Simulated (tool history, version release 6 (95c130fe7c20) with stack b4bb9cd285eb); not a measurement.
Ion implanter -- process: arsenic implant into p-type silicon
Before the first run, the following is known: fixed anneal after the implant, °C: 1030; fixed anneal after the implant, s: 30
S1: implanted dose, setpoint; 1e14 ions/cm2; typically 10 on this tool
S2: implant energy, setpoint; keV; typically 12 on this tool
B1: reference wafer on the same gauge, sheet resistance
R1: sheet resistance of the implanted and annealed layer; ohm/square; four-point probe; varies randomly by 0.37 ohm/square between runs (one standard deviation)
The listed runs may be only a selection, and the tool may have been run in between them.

run,day,S1,S2,B1,R1
1,0,10,12,130.87,122.03
2,2.571,10,12,130.81,122
3,4.021,10,12,130.93,122.37
4,6.738,10,14,130.93,120.59
5,8.204,10,14,130.92,121.24
6,9.292,10,12,130.86,121.91
7,10.988,12.17,12,131.02,109.07
8,13.862,10,10,131.24,123.39
9,15.446,10,12,130.89,121.96
# day 17.788: gauge calibrated
10,18.062,10,12,130.98,122.3
11,19.288,10,12,130.96,122.43
# day 19.738: Faraday cup replaced and dose calibrated
# day 20.721: extraction supply calibrated
12,20.925,8.29,16,130.88,135.97
13,23.079,10,12,131.09,122.83
14,24.512,12.09,12,130.95,109.04
15,25.879,10,13.5,131.05,121.47
16,28.708,10,12,130.96,122.49
17,30.092,10,10.5,131.1,123.84
18,32.971,9.14,9,130.97,130.82
19,35.15,10.98,15,130.95,113.96
20,38.033,10,11,131.08,122.43
# day 38.433: gauge calibrated
21,39.212,9.01,13.5,130.98,129.85
22,41.267,10,12,130.91,122.4

Forecast each of these 5 alternatives for the next run:
A,41.283,10,12,?,?
B,41.283,8.67,16,?,?
C,41.283,7.85,12,?,?
D,41.283,8.84,15.5,?,?
E,41.283,10.91,14.5,?,?

run,B1,R1
A,130.97,122.24
B,130.97,131.87
C,130.97,144.46
D,130.97,130.43
E,130.97,114.29
Without the tool's hidden state the same runs would have given:
run,R1
A,122.24
B,131.87
C,144.46
D,130.43
E,114.29
